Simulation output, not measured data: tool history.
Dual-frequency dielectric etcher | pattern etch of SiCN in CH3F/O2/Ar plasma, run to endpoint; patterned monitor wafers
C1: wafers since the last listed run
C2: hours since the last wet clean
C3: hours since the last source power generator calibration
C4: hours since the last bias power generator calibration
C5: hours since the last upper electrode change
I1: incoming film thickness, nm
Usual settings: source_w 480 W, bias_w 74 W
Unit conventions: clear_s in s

{"run": 1, "hour": 0.0, "source_w": 480, "bias_w": 74, "C1": 0, "C2": 401.2, "C3": 1396.6, "C4": 2187.7, "C5": 4314.3, "I1": 8.06, "clear_s": 19.6}
{"run": 2, "hour": 52.5, "source_w": 480, "bias_w": 74, "C1": 1114, "C2": 453.7, "C3": 1449.1, "C4": 2240.2, "C5": 4366.8, "I1": 8.03, "clear_s": 19.6}
{"run": 3, "hour": 105.6, "source_w": 480, "bias_w": 68, "C1": 1127, "C2": 506.8, "C3": 1502.2, "C4": 2293.3, "C5": 4419.9, "I1": 8.02, "clear_s": 20.3}
{"run": 4, "hour": 113.2, "source_w": 480, "bias_w": 68, "C1": 161, "C2": 514.4, "C3": 1509.8, "C4": 2300.9, "C5": 4427.5, "I1": 7.89, "clear_s": 19.9}
{"run": 5, "hour": 128.3, "source_w": 480, "bias_w": 68, "C1": 320, "C2": 529.5, "C3": 1524.9, "C4": 2316, "C5": 4442.6, "I1": 8.04, "clear_s": 20.4}
{"run": 6, "hour": 140.2, "source_w": 500, "bias_w": 65, "C1": 252, "C2": 541.4, "C3": 1536.8, "C4": 2327.9, "C5": 4454.5, "I1": 7.91, "clear_s": 20.2}
{"hour": 163.1, "done": "bias power generator calibrated"}
{"hour": 170.0, "done": "wet clean of the chamber"}
{"run": 7, "hour": 170.5, "source_w": 480, "bias_w": 66, "C1": 413, "C2": 0.5, "C3": 1567.1, "C4": 7.4, "C5": 4484.8, "I1": 8, "clear_s": 20.4}
{"run": 8, "hour": 170.8, "source_w": 410, "bias_w": 88, "C1": 6, "C2": 0.8, "C3": 1567.4, "C4": 7.7, "C5": 4485.1, "I1": 7.9, "clear_s": 18.6}
{"run": 9, "hour": 180.2, "source_w": 410, "bias_w": 88, "C1": 199, "C2": 10.2, "C3": 1576.8, "C4": 17.1, "C5": 4494.5, "I1": 8.02, "clear_s": 18.9}
{"run": 10, "hour": 188.6, "source_w": 480, "bias_w": 65, "C1": 178, "C2": 18.6, "C3": 1585.2, "C4": 25.5, "C5": 4502.9, "I1": 7.94, "clear_s": 20.5}
{"run": 11, "hour": 198.3, "source_w": 480, "bias_w": 74, "C1": 205, "C2": 28.3, "C3": 1594.9, "C4": 35.2, "C5": 4512.6, "I1": 7.95, "clear_s": 19.4}
{"run": 12, "hour": 211.9, "source_w": 480, "bias_w": 74, "C1": 288, "C2": 41.9, "C3": 1608.5, "C4": 48.8, "C5": 4526.2, "I1": 8.03, "clear_s": 19.6}
{"run": 13, "hour": 222.5, "source_w": 580, "bias_w": 85, "C1": 225, "C2": 52.5, "C3": 1619.1, "C4": 59.4, "C5": 4536.8, "I1": 7.9, "clear_s": 17.4}
{"run": 14, "hour": 229.8, "source_w": 580, "bias_w": 85, "C1": 154, "C2": 59.8, "C3": 1626.4, "C4": 66.7, "C5": 4544.1, "I1": 7.99, "clear_s": 17.6}
{"run": 15, "hour": 247.1, "source_w": 580, "bias_w": 85, "C1": 367, "C2": 77.1, "C3": 1643.7, "C4": 84, "C5": 4561.4, "I1": 7.99, "clear_s": 17.6}
{"hour": 257.1, "done": "source power generator calibrated"}
{"run": 16, "hour": 257.6, "source_w": 480, "bias_w": 81, "C1": 138, "C2": 87.6, "C3": 0.5, "C4": 94.5, "C5": 4571.9, "I1": 8, "clear_s": 18.8}
{"run": 17, "hour": 273.1, "source_w": 430, "bias_w": 84, "C1": 329, "C2": 103.1, "C3": 16, "C4": 110, "C5": 4587.4, "I1": 8.06, "clear_s": 19.2}
{"run": 18, "hour": 282.7, "source_w": 430, "bias_w": 90, "C1": 203, "C2": 112.7, "C3": 25.6, "C4": 119.6, "C5": 4597, "I1": 8.01, "clear_s": 18.6}
{"run": 19, "hour": 294.8, "source_w": 560, "bias_w": 85, "C1": 256, "C2": 124.8, "C3": 37.7, "C4": 131.7, "C5": 4609.1, "I1": 7.99, "clear_s": 17.8}
{"run": 20, "hour": 302.5, "source_w": 410, "bias_w": 89, "C1": 163, "C2": 132.5, "C3": 45.4, "C4": 139.4, "C5": 4616.8, "I1": 8.03, "clear_s": 18.9}
{"run": 21, "hour": 309.9, "source_w": 370, "bias_w": 60, "C1": 157, "C2": 139.9, "C3": 52.8, "C4": 146.8, "C5": 4624.2, "I1": 7.98, "clear_s": 22.6}
{"run": 22, "hour": 317.3, "source_w": 480, "bias_w": 60, "C1": 157, "C2": 147.3, "C3": 60.2, "C4": 154.2, "C5": 4631.6, "I1": 8.02, "clear_s": 21.3}
{"hour": 343.1, "done": "upper electrode replaced"}
{"run": 23, "hour": 343.6, "source_w": 400, "bias_w": 63, "C1": 48, "C2": 173.6, "C3": 86.5, "C4": 180.5, "C5": 0.5, "I1": 8.08, "clear_s": 22}
{"run": 24, "hour": 343.9, "source_w": 580, "bias_w": 85, "C1": 6, "C2": 173.9, "C3": 86.8, "C4": 180.8, "C5": 0.8, "I1": 7.96, "clear_s": 17.5}
{"run": 25, "hour": 359.0, "source_w": 510, "bias_w": 84, "C1": 320, "C2": 189, "C3": 101.9, "C4": 195.9, "C5": 15.9, "I1": 8.04, "clear_s": 18.4}
{"run": 26, "hour": 371.0, "source_w": 480, "bias_w": 74, "C1": 254, "C2": 201, "C3": 113.9, "C4": 207.9, "C5": 27.9, "I1": 7.96, "clear_s": 19.4}
{"run": 27, "hour": 386.4, "source_w": 480, "bias_w": 74, "C1": 326, "C2": 216.4, "C3": 129.3, "C4": 223.3, "C5": 43.3, "I1": 8.05, "clear_s": 19.7}
{"run": 28, "hour": 401.8, "source_w": 420, "bias_w": 74, "C1": 326, "C2": 231.8, "C3": 144.7, "C4": 238.7, "C5": 58.7, "I1": 8.05, "clear_s": 20.5}
{"run": 29, "hour": 411.9, "source_w": 410, "bias_w": 87, "C1": 214, "C2": 241.9, "C3": 154.8, "C4": 248.8, "C5": 68.8, "I1": 8.05, "clear_s": 19.1}
{"run": 30, "hour": 424.3, "source_w": 390, "bias_w": 59, "C1": 263, "C2": 254.3, "C3": 167.2, "C4": 261.2, "C5": 81.2, "I1": 8.04, "clear_s": 22.6}
{"run": 31, "hour": 437.7, "source_w": 540, "bias_w": 74, "C1": 284, "C2": 267.7, "C3": 180.6, "C4": 274.6, "C5": 94.6, "I1": 7.99, "clear_s": 18.9}
{"run": 32, "hour": 449.6, "source_w": 550, "bias_w": 79, "C1": 252, "C2": 279.6, "C3": 192.5, "C4": 286.5, "C5": 106.5, "I1": 8.05, "clear_s": 18.5}

Branching from run 32: 4 alternative next runs. What would each branch give?
{"run": "A", "hour": 450.0, "source_w": 480, "bias_w": 59, "C1": 8, "C2": 280, "C3": 192.9, "C4": 286.9, "C5": 106.9, "I1": 7.98, "clear_s": "?"}
{"run": "B", "hour": 450.0, "source_w": 400, "bias_w": 58, "C1": 8, "C2": 280, "C3": 192.9, "C4": 286.9, "C5": 106.9, "I1": 7.98, "clear_s": "?"}
{"run": "C", "hour": 450.0, "source_w": 400, "bias_w": 90, "C1": 8, "C2": 280, "C3": 192.9, "C4": 286.9, "C5": 106.9, "I1": 7.98, "clear_s": "?"}
{"run": "D", "hour": 450.0, "source_w": 380, "bias_w": 74, "C1": 8, "C2": 280, "C3": 192.9, "C4": 286.9, "C5": 106.9, "I1": 7.98, "clear_s": "?"}

run=A clear_s=21.4
run=B clear_s=22.5
run=C clear_s=18.8
run=D clear_s=20.7
Stripped of hidden state, with their random variation kept, the same runs would have yielded:
run=A clear_s=21.4
run=B clear_s=22.5
run=C clear_s=18.8
run=D clear_s=20.7
